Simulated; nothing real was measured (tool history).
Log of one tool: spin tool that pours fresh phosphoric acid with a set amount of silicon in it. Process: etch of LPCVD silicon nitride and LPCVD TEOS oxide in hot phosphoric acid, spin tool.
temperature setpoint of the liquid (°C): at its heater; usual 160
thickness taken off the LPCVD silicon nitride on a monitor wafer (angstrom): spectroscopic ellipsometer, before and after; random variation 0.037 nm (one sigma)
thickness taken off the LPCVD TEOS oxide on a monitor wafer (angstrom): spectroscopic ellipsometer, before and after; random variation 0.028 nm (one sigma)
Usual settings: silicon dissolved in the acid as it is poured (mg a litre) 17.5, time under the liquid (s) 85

run	hour	temperature setpoint of the liquid (°C)	silicon dissolved in the acid as it is poured (mg a litre)	time under the liquid (s)	read-back film thickness of the LPCVD silicon nitride reference wafer, read on the same gauge (nm)	read-back film thickness of the LPCVD TEOS oxide reference wafer, read on the same gauge (nm)	thickness taken off the LPCVD silicon nitride on a monitor wafer (angstrom)	thickness taken off the LPCVD TEOS oxide on a monitor wafer (angstrom)
1	0	160	17.5	85	50.01	99.976	89.9	1.89
2	67.8	160	17.5	85	49.97	100.034	90.2	2.68
3	103.8	160	17.5	85	50	100.013	90.3	2.24
4	160.5	160	17.5	85	50.03	99.966	90.3	2.06
5	220.9	160	17.5	85	49.99	99.964	90.3	2.25
6	274.7	162	17.5	85	50	100.028	96.4	1.97
7	332.2	159	13.5	85	49.98	100.03	86.5	2.81
8	403.3	158.5	21.5	40	50.01	99.987	40.3	1.02
9	441.4	162	17.5	85	49.99	100.015	96.6	3.28
10	501.3	160	17.5	85	49.98	100.005	91.9	2.51
11	544.7	157.5	30.5	85	50.01	99.993	84.2	1.62
12	588.9	159	26.5	85	50	99.985	88.7	2.07
13	685.1	157.5	10.5	110	50.02	99.959	109	3.32
14	719	159	29	120	50.02	100.074	125.3	2.12
15	775	160	23	65	50	99.982	69.9	1.35
16	862.3	160	17.5	85	49.99	99.978	91.5	1.93
17	899.6	162	6	120	50	100.047	138.3	5.17
18	942.9	160	17.5	115	50.02	100.02	122.4	3.01
19	1008.4	158.5	7.5	55	50	99.992	55.9	1.91
20	1056.9	161	26	45	50	100.026	49.7	0.86
21	1109.9	158	17.5	100	50.01	100.043	99.7	1.91
22	1171.8	160	5.5	125	50	99.961	134	4.17

Taken out of this log: 4 entries between the listed runs. Where each belongs, and how the hidden state differs across it:
Between runs 3 and 4: thermometer replaced (hour 125.7)
  temperature lost on the way to the wafer (K): 0.545 -> 0.58
  measured less the result without the state, thickness taken off the LPCVD silicon nitride on a monitor wafer (angstrom): -1.7 -> -1.8
Between runs 7 and 8: gauge calibrated (hour 392.5)
  temperature lost on the way to the wafer (K): 0.686 -> 0.73
  measured less the result without the state, thickness taken off the LPCVD silicon nitride on a monitor wafer (angstrom): -2.1 -> -1
Between runs 9 and 10: heated supply line repaired (hour 498.9)
  temperature lost on the way to the wafer (K): 0.754 -> 0.0159
  measured less the result without the state, thickness taken off the LPCVD silicon nitride on a monitor wafer (angstrom): -2.5 -> -0.1
Between runs 13 and 14: dissolved silicon flow meter replaced (hour 686.3)
  temperature lost on the way to the wafer (K): 0.13 -> 0.151
  measured less the result without the state, thickness taken off the LPCVD silicon nitride on a monitor wafer (angstrom): -0.5 -> -0.6

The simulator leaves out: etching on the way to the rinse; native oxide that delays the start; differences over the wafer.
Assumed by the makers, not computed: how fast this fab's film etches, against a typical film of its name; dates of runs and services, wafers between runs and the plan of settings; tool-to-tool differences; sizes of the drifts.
